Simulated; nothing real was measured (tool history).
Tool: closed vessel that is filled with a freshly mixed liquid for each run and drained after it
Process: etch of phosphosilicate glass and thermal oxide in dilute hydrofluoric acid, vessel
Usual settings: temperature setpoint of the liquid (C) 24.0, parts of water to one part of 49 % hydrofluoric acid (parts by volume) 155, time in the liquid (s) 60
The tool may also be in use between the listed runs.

run   hour  temperature setpoint of the liquid (C)  parts of water to one part of 49 % hydrofluoric acid (parts by volume)  time in the liquid (s)  read-back film thickness of the phosphosilicate glass reference wafer, read on the same gauge (nm)  read-back film thickness of the thermal oxide reference wafer, read on the same gauge (nm)  thickness taken off the phosphosilicate glass on a monitor wafer (Å)  thickness taken off the thermal oxide on a monitor wafer (Å)
  1    0.0                                    24.0                                                                     155                      60                                                                                               50.00                                                                                      79.988                                                                 641.1                                                         18.57
  2   18.4                                    28.0                                                                     155                      60                                                                                               49.99                                                                                      79.999                                                                 736.3                                                         22.40
  3   34.1                                    28.0                                                                     155                      60                                                                                               49.95                                                                                      80.037                                                                 737.8                                                         22.12
      47.9  -- gauge calibrated
  4   48.9                                    28.0                                                                     155                      60                                                                                               50.01                                                                                      79.990                                                                 747.0                                                         21.92
  5   75.4                                    24.0                                                                     155                      60                                                                                               50.01                                                                                      80.013                                                                 633.5                                                         19.00
  6  100.8                                    24.0                                                                     155                      60                                                                                               49.98                                                                                      79.989                                                                 644.0                                                         19.09
  7  124.0                                    24.0                                                                     155                      85                                                                                               50.00                                                                                      79.973                                                                 914.6                                                         27.06
  8  148.2                                    24.0                                                                     155                      85                                                                                               49.99                                                                                      79.981                                                                 918.0                                                         27.11
  9  177.0                                    24.0                                                                     155                      85                                                                                               50.02                                                                                      79.984                                                                 911.0                                                         27.08
 10  210.7                                    28.0                                                                     155                      60                                                                                               50.01                                                                                      79.995                                                                 753.4                                                         22.32
 11  224.9                                    28.0                                                                     155                      60                                                                                               49.98                                                                                      80.016                                                                 755.0                                                         22.19
 12  245.6                                    24.0                                                                      95                      35                                                                                               50.00                                                                                      79.976                                                                 659.2                                                         19.56
     288.2  -- hydrofluoric acid flow meter replaced
     302.8  -- thermometer replaced
 13  308.7                                    21.5                                                                     185                      35                                                                                               50.00                                                                                      79.994                                                                 244.8                                                          7.28
     312.6  -- gauge calibrated
 14  331.9                                    22.0                                                                     225                      90                                                                                               50.00                                                                                      79.983                                                                 507.9                                                         14.93
 15  347.9                                    19.0                                                                     205                      60                                                                                               49.98                                                                                      80.010                                                                 340.3                                                         10.05
 16  363.0                                    24.0                                                                     200                      60                                                                                               49.99                                                                                      80.004                                                                 424.3                                                         12.49
 17  451.3                                    27.0                                                                      80                      45                                                                                               49.97                                                                                      79.999                                                                1042.7                                                         30.67
 18  463.9                                    27.5                                                                      90                      85                                                                                               50.02                                                                                      80.004                                                                1749.9                                                         52.02

Forecast each of these 3 alternatives for the next run:
  A  464.6                                    21.0                                                                     155                      60                                                                                                   ?                                                                                           ?                                                                     ?                                                             ?
  B  464.6                                    24.0                                                                     155                      70                                                                                                   ?                                                                                           ?                                                                     ?                                                             ?
  C  464.6                                    24.0                                                                     175                      60                                                                                                   ?                                                                                           ?                                                                     ?                                                             ?

run  read-back film thickness of the phosphosilicate glass reference wafer, read on the same gauge (nm)  read-back film thickness of the thermal oxide reference wafer, read on the same gauge (nm)  thickness taken off the phosphosilicate glass on a monitor wafer (Å)  thickness taken off the thermal oxide on a monitor wafer (Å)
  A                                                                                               50.02                                                                                      79.995                                                                 519.3                                                         15.41
  B                                                                                               50.02                                                                                      79.995                                                                 680.5                                                         20.19
  C                                                                                               50.02                                                                                      79.995                                                                 505.3                                                         15.00
Without the tool's hidden state the same runs would have given:
run  thickness taken off the phosphosilicate glass on a monitor wafer (Å)  thickness taken off the thermal oxide on a monitor wafer (Å)
  A                                                                 508.4                                                         15.09
  B                                                                 666.1                                                         19.77
  C                                                                 494.5                                                         14.67

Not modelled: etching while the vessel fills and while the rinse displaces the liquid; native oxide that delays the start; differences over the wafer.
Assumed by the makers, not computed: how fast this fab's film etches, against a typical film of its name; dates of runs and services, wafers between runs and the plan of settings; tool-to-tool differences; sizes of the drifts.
